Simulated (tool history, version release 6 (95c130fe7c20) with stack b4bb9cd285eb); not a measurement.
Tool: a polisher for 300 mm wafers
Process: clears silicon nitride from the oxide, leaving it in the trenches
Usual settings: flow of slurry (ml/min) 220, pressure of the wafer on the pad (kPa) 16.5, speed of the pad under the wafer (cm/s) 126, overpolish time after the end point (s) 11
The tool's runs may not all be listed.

run	hour	flow of slurry (ml/min)	pressure of the wafer on the pad (kPa)	speed of the pad under the wafer (cm/s)	overpolish time after the end point (s)	incoming thickness of the incoming film, nm	time until the end point was called (s)
1	0.0	220	16.5	126	11	79.3	84.3
2	17.1	220	16.5	126	11	81.3	85.8
3	28.3	220	16.5	126	14	80.2	85.4
4	35.9	220	16.5	126	14	79.6	83.1
5	45.9	220	16.5	126	11	81.2	87.6
6	62.6	220	16.5	126	11	78.9	85.9
# hour 67.5: slurry nozzle cleaned
7	77.9	220	16.5	126	11	80.3	88.9
8	92.4	220	16.5	126	11	79.4	85.9
9	98.4	220	16.5	126	11	78.8	85.8
# hour 107.7: head pressure recalibrated
10	108.8	220	16.5	126	11	80.7	97.3
11	121.6	220	16.5	126	11	81.0	99.1
12	132.9	220	16.5	126	11	78.4	97.6
13	149.0	220	16.5	126	11	79.5	97.1
14	165.6	220	16.5	126	11	80.9	102.0
15	180.8	220	16.5	126	11	81.1	100.3
# hour 190.1: worn pad replaced by a new one
16	195.3	245	16.5	126	11	81.0	86.3
17	212.8	285	12.4	166	11	80.2	90.1
18	222.9	220	11.7	126	11	80.7	128.2
19	236.7	220	16.5	126	11	80.7	94.0
20	245.5	190	16.5	126	11	79.1	93.0
21	259.7	220	16.5	126	11	80.6	97.0
22	272.6	220	16.5	126	11	78.9	94.6
23	285.7	220	16.5	126	11	79.1	95.1
24	301.7	220	13.8	126	4	79.8	115.3
# hour 304.8: slurry nozzle cleaned
25	309.3	220	16.5	126	11	79.8	96.3
26	316.6	195	14.5	90	8	79.6	155.9
27	333.7	220	11.0	114	11	80.1	159.7
28	342.0	220	16.5	126	11	79.6	94.6
29	349.6	220	16.5	88	11	80.8	139.8
30	355.8	220	16.5	126	15	78.6	97.0
# hour 369.8: worn pad replaced by a new one
31	370.3	220	16.5	126	11	80.4	87.0
32	380.6	220	16.5	152	11	78.8	72.6
33	388.5	255	16.5	126	11	80.3	87.7
34	401.5	240	14.5	126	16	79.6	100.7
35	412.1	220	16.5	126	11	80.6	92.8
36	422.3	145	22.1	126	11	79.6	72.7
37	428.5	220	19.3	126	13	79.4	79.9
38	442.2	145	16.5	164	11	80.0	75.5

3 ways to go on from here, each from the tool as it stands after run 38. What would each give?
A	442.7	220	16.5	126	11	80.6	?
B	442.7	220	21.4	126	14	80.6	?
C	442.7	145	13.8	126	11	80.6	?

run	time until the end point was called (s)
A	96.9
B	75.0
C	122.6
Without the tool's unlogged condition, the same runs would have read:
run	time until the end point was called (s)
A	87.6
B	67.8
C	110.8
